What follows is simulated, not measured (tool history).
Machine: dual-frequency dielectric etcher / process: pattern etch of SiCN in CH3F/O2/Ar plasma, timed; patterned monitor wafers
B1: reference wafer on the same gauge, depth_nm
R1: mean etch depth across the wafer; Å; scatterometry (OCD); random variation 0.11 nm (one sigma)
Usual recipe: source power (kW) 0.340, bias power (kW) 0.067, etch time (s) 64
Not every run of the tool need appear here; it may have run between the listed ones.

{"run": 1, "hour": 0.0, "source power (kW)": 0.34, "bias power (kW)": 0.067, "etch time (s)": 64, "B1": 17.57, "R1": 221.6}
{"run": 2, "hour": 17.3, "source power (kW)": 0.34, "bias power (kW)": 0.067, "etch time (s)": 64, "B1": 17.55, "R1": 222.0}
{"run": 3, "hour": 26.3, "source power (kW)": 0.34, "bias power (kW)": 0.073, "etch time (s)": 64, "B1": 17.57, "R1": 227.5}
{"run": 4, "hour": 43.2, "source power (kW)": 0.34, "bias power (kW)": 0.067, "etch time (s)": 64, "B1": 17.57, "R1": 221.2}
{"run": 5, "hour": 55.0, "source power (kW)": 0.34, "bias power (kW)": 0.067, "etch time (s)": 64, "B1": 17.57, "R1": 222.1}
{"run": 6, "hour": 69.6, "source power (kW)": 0.34, "bias power (kW)": 0.067, "etch time (s)": 64, "B1": 17.64, "R1": 223.9}
{"run": 7, "hour": 86.5, "source power (kW)": 0.34, "bias power (kW)": 0.067, "etch time (s)": 76, "B1": 17.62, "R1": 266.3}
{"run": 8, "hour": 96.3, "source power (kW)": 0.34, "bias power (kW)": 0.067, "etch time (s)": 76, "B1": 17.64, "R1": 264.2}
{"run": 9, "hour": 102.8, "source power (kW)": 0.34, "bias power (kW)": 0.067, "etch time (s)": 76, "B1": 17.57, "R1": 265.4}
{"run": 10, "hour": 116.9, "source power (kW)": 0.34, "bias power (kW)": 0.067, "etch time (s)": 64, "B1": 17.58, "R1": 221.2}
{"hour": 137.3, "done": "gauge calibrated"}
{"hour": 152.5, "done": "wet clean of the chamber"}
{"hour": 169.6, "done": "upper electrode replaced, of another model than before"}
{"run": 11, "hour": 170.1, "source power (kW)": 0.34, "bias power (kW)": 0.067, "etch time (s)": 64, "B1": 17.6, "R1": 218.2}
{"run": 12, "hour": 170.5, "source power (kW)": 0.34, "bias power (kW)": 0.067, "etch time (s)": 64, "B1": 17.6, "R1": 214.7}
{"run": 13, "hour": 170.8, "source power (kW)": 0.34, "bias power (kW)": 0.067, "etch time (s)": 64, "B1": 17.6, "R1": 214.1}
{"run": 14, "hour": 173.2, "source power (kW)": 0.34, "bias power (kW)": 0.067, "etch time (s)": 64, "B1": 17.57, "R1": 216.4}
{"run": 15, "hour": 184.3, "source power (kW)": 0.34, "bias power (kW)": 0.081, "etch time (s)": 64, "B1": 17.57, "R1": 221.2}
{"run": 16, "hour": 194.2, "source power (kW)": 0.28, "bias power (kW)": 0.067, "etch time (s)": 64, "B1": 17.61, "R1": 208.8}
{"hour": 201.6, "done": "bias power generator calibrated"}
{"run": 17, "hour": 205.1, "source power (kW)": 0.39, "bias power (kW)": 0.073, "etch time (s)": 73, "B1": 17.59, "R1": 258.8}
{"run": 18, "hour": 221.2, "source power (kW)": 0.34, "bias power (kW)": 0.067, "etch time (s)": 64, "B1": 17.56, "R1": 216.4}

The next listed run, before its measurement:
{"hour": 231.0, "done": "source power generator calibrated"}
{"run": 19, "hour": 231.5, "source power (kW)": 0.39, "bias power (kW)": 0.062, "etch time (s)": 54, "B1": "?", "R1": "?"}

B1: 17.59
R1: 185.9 Å
The same run, on a tool lacking any hidden state, would have yielded R1 182.7 Å.
